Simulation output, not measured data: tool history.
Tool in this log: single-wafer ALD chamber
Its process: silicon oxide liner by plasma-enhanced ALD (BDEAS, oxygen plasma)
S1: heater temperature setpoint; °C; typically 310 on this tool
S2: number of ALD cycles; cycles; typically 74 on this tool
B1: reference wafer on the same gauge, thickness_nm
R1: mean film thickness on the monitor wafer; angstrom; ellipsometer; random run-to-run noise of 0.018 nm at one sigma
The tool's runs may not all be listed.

Run 1, day 0.000: usual settings but S1 321 °C; B1 6.139. Result: R1 72.56 angstrom.
Run 2, day 0.588: usual settings but S1 321 °C; B1 6.137. Result: R1 72.59 angstrom.
Run 3, day 2.675: usual settings; B1 6.145. Result: R1 73.78 angstrom.
Run 4, day 3.825: usual settings; B1 6.136. Result: R1 73.86 angstrom.
Run 5, day 4.654: usual settings; B1 6.146. Result: R1 73.91 angstrom.
Run 6, day 5.604: usual settings; B1 6.139. Result: R1 73.63 angstrom.
Run 7, day 6.246: usual settings but S1 299 °C; B1 6.139. Result: R1 75.82 angstrom.
Run 8, day 7.146: usual settings but S1 299 °C; B1 6.134. Result: R1 75.62 angstrom.
Run 9, day 8.479: usual settings but S1 299 °C; B1 6.135. Result: R1 75.66 angstrom.
Run 10, day 9.308: usual settings; B1 6.137. Result: R1 73.75 angstrom.
At day 9.442: gauge calibrated.
Run 11, day 9.988: usual settings; B1 6.138. Result: R1 73.70 angstrom.
Run 12, day 10.621: usual settings; B1 6.140. Result: R1 73.63 angstrom.
Run 13, day 11.754: usual settings; B1 6.136. Result: R1 73.46 angstrom.
Run 14, day 12.804: usual settings but S1 324 °C, S2 85 cycles; B1 6.143. Result: R1 82.75 angstrom.
Run 15, day 13.771: usual settings but S1 321 °C, S2 63 cycles; B1 6.140. Result: R1 61.72 angstrom.
Run 16, day 14.329: usual settings but S1 306 °C, S2 67 cycles; B1 6.143. Result: R1 67.55 angstrom.
At day 18.450: thermocouple changed; heater temperature recalibrated.
Run 17, day 18.471: usual settings but S1 299 °C; B1 6.138. Result: R1 75.55 angstrom.
Run 18, day 19.400: usual settings but S1 297 °C, S2 61 cycles; B1 6.140. Result: R1 62.89 angstrom.
Run 19, day 20.600: usual settings but S1 314 °C; B1 6.144. Result: R1 73.27 angstrom.
Run 20, day 21.217: usual settings; B1 6.140. Result: R1 73.81 angstrom.
Run 21, day 21.962: usual settings but S1 321 °C; B1 6.142. Result: R1 72.46 angstrom.
Run 22, day 23.133: usual settings but S1 305 °C, S2 81 cycles; B1 6.143. Result: R1 81.23 angstrom.
Run 23, day 24.250: usual settings; B1 6.145. Result: R1 73.72 angstrom.
Run 24, day 25.604: usual settings but S1 317 °C, S2 66 cycles; B1 6.143. Result: R1 65.04 angstrom.

Alternative continuations, all from the tool just after run 24; predict every row:
Run A, day 25.625: usual settings but S1 300 °C; B1 ?. Result: R1 ?.
Run B, day 25.625: usual settings but S1 302 °C; B1 ?. Result: R1 ?.
Run C, day 25.625: usual settings but S1 296 °C, S2 86 cycles; B1 ?. Result: R1 ?.

run     B1     R1
  A  6.140  75.25
  B  6.140  74.78
  C  6.140  88.91
With no hidden state in the tool, these same runs would have given:
run     R1
  A  75.25
  B  74.78
  C  88.91

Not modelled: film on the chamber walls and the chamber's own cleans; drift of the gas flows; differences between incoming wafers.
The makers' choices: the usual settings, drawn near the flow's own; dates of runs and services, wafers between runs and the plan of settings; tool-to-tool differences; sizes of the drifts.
